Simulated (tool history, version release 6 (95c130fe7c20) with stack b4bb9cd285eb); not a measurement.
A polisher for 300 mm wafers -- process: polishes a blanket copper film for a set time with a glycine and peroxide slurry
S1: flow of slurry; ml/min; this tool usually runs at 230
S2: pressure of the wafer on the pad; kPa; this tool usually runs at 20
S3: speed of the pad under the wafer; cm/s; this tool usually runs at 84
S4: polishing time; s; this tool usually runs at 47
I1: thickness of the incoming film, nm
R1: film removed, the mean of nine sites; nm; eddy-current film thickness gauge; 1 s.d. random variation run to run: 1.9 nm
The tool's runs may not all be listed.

run 1 hour=0 | S1=290 S2=20 S3=84 S4=47 | I1=1980.2 | R1=184.3
run 2 hour=25.8 | S1=290 S2=20 S3=84 S4=47 | I1=2017.5 | R1=184.4
-- hour=37 slurry nozzle cleaned
-- hour=70.9 worn pad replaced by a new one
run 3 hour=79.5 | S1=230 S2=20 S3=84 S4=47 | I1=2012.5 | R1=195.2
run 4 hour=121.8 | S1=230 S2=20 S3=84 S4=47 | I1=2000.8 | R1=197.1
run 5 hour=155 | S1=230 S2=20 S3=84 S4=47 | I1=2007.1 | R1=194.8
run 6 hour=206.8 | S1=230 S2=20 S3=84 S4=47 | I1=1989.5 | R1=192.1
run 7 hour=255 | S1=230 S2=20 S3=84 S4=47 | I1=2019.7 | R1=187.5
run 8 hour=323.7 | S1=230 S2=20 S3=84 S4=47 | I1=1993 | R1=177.2
-- hour=381.9 worn pad replaced by a new one
run 9 hour=393.5 | S1=230 S2=20 S3=84 S4=47 | I1=1969.9 | R1=200.3
run 10 hour=433.6 | S1=230 S2=20 S3=84 S4=47 | I1=1997.2 | R1=199.5
run 11 hour=459.9 | S1=180 S2=20 S3=84 S4=47 | I1=2004.7 | R1=191
run 12 hour=509 | S1=230 S2=20 S3=84 S4=47 | I1=1983.3 | R1=191
run 13 hour=552.7 | S1=230 S2=20 S3=84 S4=47 | I1=1992.5 | R1=191.2
run 14 hour=577.8 | S1=230 S2=20 S3=84 S4=47 | I1=2004.7 | R1=187.8
-- hour=586.7 head pressure recalibrated
run 15 hour=637.8 | S1=230 S2=20 S3=84 S4=47 | I1=2003.4 | R1=179.9
-- hour=653.4 worn pad replaced by a new one, of another model than before
run 16 hour=696.9 | S1=230 S2=14.5 S3=68 S4=47 | I1=2004.6 | R1=157.4
run 17 hour=750.1 | S1=185 S2=13.1 S3=84 S4=33 | I1=1988.1 | R1=112.7
run 18 hour=803 | S1=230 S2=20 S3=84 S4=47 | I1=2032.3 | R1=193.7
run 19 hour=844.1 | S1=300 S2=20 S3=84 S4=34 | I1=2004.9 | R1=137.1
-- hour=856.1 slurry nozzle cleaned
run 20 hour=905 | S1=230 S2=20 S3=84 S4=47 | I1=2000.4 | R1=182
-- hour=958.1 worn pad replaced by a new one
run 21 hour=958.6 | S1=230 S2=17.2 S3=84 S4=47 | I1=2044.2 | R1=186.9
run 22 hour=1011 | S1=205 S2=20 S3=74 S4=47 | I1=1998.3 | R1=184.8
run 23 hour=1055.4 | S1=185 S2=26.9 S3=66 S4=33 | I1=1992.4 | R1=144.6
run 24 hour=1084.6 | S1=280 S2=20 S3=84 S4=47 | I1=2016.7 | R1=197.3
run 25 hour=1116.2 | S1=230 S2=20 S3=84 S4=41 | I1=2021.5 | R1=166.2
run 26 hour=1183.5 | S1=190 S2=20 S3=104 S4=47 | I1=2001.4 | R1=203.2
-- hour=1214.7 worn pad replaced by a new one
run 27 hour=1224.3 | S1=230 S2=20 S3=102 S4=47 | I1=2037.8 | R1=220.9
run 28 hour=1260 | S1=165 S2=20 S3=84 S4=47 | I1=1976.8 | R1=195.9
run 29 hour=1304 | S1=280 S2=20 S3=84 S4=47 | I1=1998.7 | R1=204.3
run 30 hour=1430.6 | S1=300 S2=23.4 S3=100 S4=47 | I1=1959.9 | R1=224.8
run 31 hour=1466.4 | S1=230 S2=17.9 S3=84 S4=47 | I1=1999.8 | R1=173.9

Measured less the same run without the tool's hidden state. The same run-to-run variation is in both; the gauge's scatter may not be:
Hidden state present: removal rate lost through wear of the pad, %; slurry flow missing at the pad, %; deviation of the head's pressure from its setpoint, %.
run=1 R1=-16.6
run=2 R1=-20.2
run=3 R1=-5
run=4 R1=-5.8
run=5 R1=-7
run=6 R1=-10.1
run=7 R1=-14.1
run=8 R1=-21.9
run=9 R1=-1.6
run=10 R1=-2.3
run=11 R1=-3.1
run=12 R1=-5.7
run=13 R1=-9.3
run=14 R1=-11.7
run=15 R1=-18.9
run=16 R1=-2
run=17 R1=-2.6
run=18 R1=-8.1
run=19 R1=-8.5
run=20 R1=-19
run=21 R1=-0.9
run=22 R1=-1.6
run=23 R1=-2.6
run=24 R1=-5.4
run=25 R1=-6.6
run=26 R1=-15.9
run=27 R1=-1
run=28 R1=-1.4
run=29 R1=-3.1
run=30 R1=-16.1
run=31 R1=-17
